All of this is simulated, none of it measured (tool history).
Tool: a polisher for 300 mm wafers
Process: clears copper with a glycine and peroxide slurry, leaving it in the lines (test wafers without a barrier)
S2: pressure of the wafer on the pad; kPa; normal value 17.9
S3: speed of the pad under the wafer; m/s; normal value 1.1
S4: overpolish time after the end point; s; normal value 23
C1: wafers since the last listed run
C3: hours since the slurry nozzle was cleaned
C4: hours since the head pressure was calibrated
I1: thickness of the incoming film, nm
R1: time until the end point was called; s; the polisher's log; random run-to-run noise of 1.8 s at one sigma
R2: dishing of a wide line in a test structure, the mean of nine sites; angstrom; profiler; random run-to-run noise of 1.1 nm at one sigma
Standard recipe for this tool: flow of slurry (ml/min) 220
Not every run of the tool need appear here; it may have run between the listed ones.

{"run": 1, "hour": 0.0, "flow of slurry (ml/min)": 220, "S2": 17.9, "S3": 1.1, "S4": 23, "C1": 0, "wafers polished on this pad": 2406, "C3": 40.8, "C4": 1210.9, "I1": 661.4, "R1": 112.3, "R2": 673}
{"run": 2, "hour": 84.9, "flow of slurry (ml/min)": 220, "S2": 17.9, "S3": 1.1, "S4": 23, "C1": 420, "wafers polished on this pad": 2827, "C3": 125.7, "C4": 1295.8, "I1": 660.3, "R1": 109.9, "R2": 685}
{"run": 3, "hour": 174.3, "flow of slurry (ml/min)": 220, "S2": 15.9, "S3": 1.1, "S4": 23, "C1": 443, "wafers polished on this pad": 3270, "C3": 215.1, "C4": 1385.2, "I1": 649.5, "R1": 125.6, "R2": 626}
{"hour": 204.4, "done": "worn pad replaced by a new one"}
{"hour": 237.9, "done": "head pressure recalibrated"}
{"run": 4, "hour": 243.4, "flow of slurry (ml/min)": 220, "S2": 15.9, "S3": 1.1, "S4": 23, "C1": 312, "wafers polished on this pad": 183, "C3": 284.2, "C4": 5.5, "I1": 661.7, "R1": 126.1, "R2": 630}
{"run": 5, "hour": 337.3, "flow of slurry (ml/min)": 220, "S2": 15.9, "S3": 1.1, "S4": 23, "C1": 465, "wafers polished on this pad": 648, "C3": 378.1, "C4": 99.4, "I1": 658.4, "R1": 128, "R2": 618}
{"run": 6, "hour": 417.7, "flow of slurry (ml/min)": 245, "S2": 17.9, "S3": 1.1, "S4": 23, "C1": 398, "wafers polished on this pad": 1047, "C3": 458.5, "C4": 179.8, "I1": 663.4, "R1": 117.4, "R2": 666}
{"run": 7, "hour": 522.0, "flow of slurry (ml/min)": 220, "S2": 17.9, "S3": 1.1, "S4": 23, "C1": 516, "wafers polished on this pad": 1564, "C3": 562.8, "C4": 284.1, "I1": 658.4, "R1": 117.2, "R2": 664}
{"run": 8, "hour": 624.9, "flow of slurry (ml/min)": 220, "S2": 17.9, "S3": 1.1, "S4": 23, "C1": 510, "wafers polished on this pad": 2074, "C3": 665.7, "C4": 387, "I1": 659.5, "R1": 117.3, "R2": 633}
{"hour": 651.8, "done": "slurry nozzle cleaned"}
{"run": 9, "hour": 712.2, "flow of slurry (ml/min)": 220, "S2": 17.9, "S3": 1.1, "S4": 31, "C1": 427, "wafers polished on this pad": 2502, "C3": 60.4, "C4": 474.3, "I1": 662.9, "R1": 110.2, "R2": 799}
{"hour": 729.1, "done": "worn pad replaced by a new one"}
{"run": 10, "hour": 771.1, "flow of slurry (ml/min)": 220, "S2": 17.9, "S3": 1.1, "S4": 23, "C1": 272, "wafers polished on this pad": 208, "C3": 119.3, "C4": 533.2, "I1": 657.6, "R1": 111.6, "R2": 687}
{"run": 11, "hour": 958.1, "flow of slurry (ml/min)": 220, "S2": 17.9, "S3": 1.1, "S4": 23, "C1": 926, "wafers polished on this pad": 1134, "C3": 306.3, "C4": 720.2, "I1": 663.4, "R1": 116.7, "R2": 662}
{"run": 12, "hour": 1079.1, "flow of slurry (ml/min)": 220, "S2": 17.9, "S3": 1.1, "S4": 23, "C1": 599, "wafers polished on this pad": 1734, "C3": 427.3, "C4": 841.2, "I1": 663.7, "R1": 117.4, "R2": 680}
{"run": 13, "hour": 1195.4, "flow of slurry (ml/min)": 220, "S2": 17.9, "S3": 1.1, "S4": 23, "C1": 576, "wafers polished on this pad": 2311, "C3": 543.6, "C4": 957.5, "I1": 663, "R1": 115.9, "R2": 665}
{"run": 14, "hour": 1266.5, "flow of slurry (ml/min)": 220, "S2": 17.9, "S3": 1.1, "S4": 23, "C1": 352, "wafers polished on this pad": 2663, "C3": 614.7, "C4": 1028.6, "I1": 663, "R1": 118.3, "R2": 642}
{"hour": 1311.4, "done": "worn pad replaced by a new one"}
{"run": 15, "hour": 1311.9, "flow of slurry (ml/min)": 220, "S2": 17.9, "S3": 0.76, "S4": 23, "C1": 205, "wafers polished on this pad": 2, "C3": 660.1, "C4": 1074, "I1": 657.1, "R1": 156.9, "R2": 527}
{"run": 16, "hour": 1380.3, "flow of slurry (ml/min)": 220, "S2": 17.9, "S3": 1.1, "S4": 11, "C1": 339, "wafers polished on this pad": 341, "C3": 728.5, "C4": 1142.4, "I1": 665.1, "R1": 117.5, "R2": 373}
{"hour": 1408.0, "done": "slurry nozzle cleaned"}
{"run": 17, "hour": 1469.5, "flow of slurry (ml/min)": 220, "S2": 14.5, "S3": 1.34, "S4": 9, "C1": 437, "wafers polished on this pad": 778, "C3": 61.5, "C4": 1231.6, "I1": 655.2, "R1": 110, "R2": 328}
{"run": 18, "hour": 1550.2, "flow of slurry (ml/min)": 220, "S2": 17.9, "S3": 1.1, "S4": 23, "C1": 399, "wafers polished on this pad": 1178, "C3": 142.2, "C4": 1312.3, "I1": 651.3, "R1": 112, "R2": 672}

Run 19 is up next; what results do you expect?
{"hour": 1605.3, "done": "head pressure recalibrated"}
{"run": 19, "hour": 1613.5, "flow of slurry (ml/min)": 245, "S2": 17.9, "S3": 1.1, "S4": 23, "C1": 303, "wafers polished on this pad": 1482, "C3": 205.5, "C4": 8.2, "I1": 673.4, "R1": "?", "R2": "?"}

R1: 110.4 s
R2: 675 angstrom
Minus the tool's unlogged condition, the same run would have read R1 105.9 s, R2 692 angstrom.
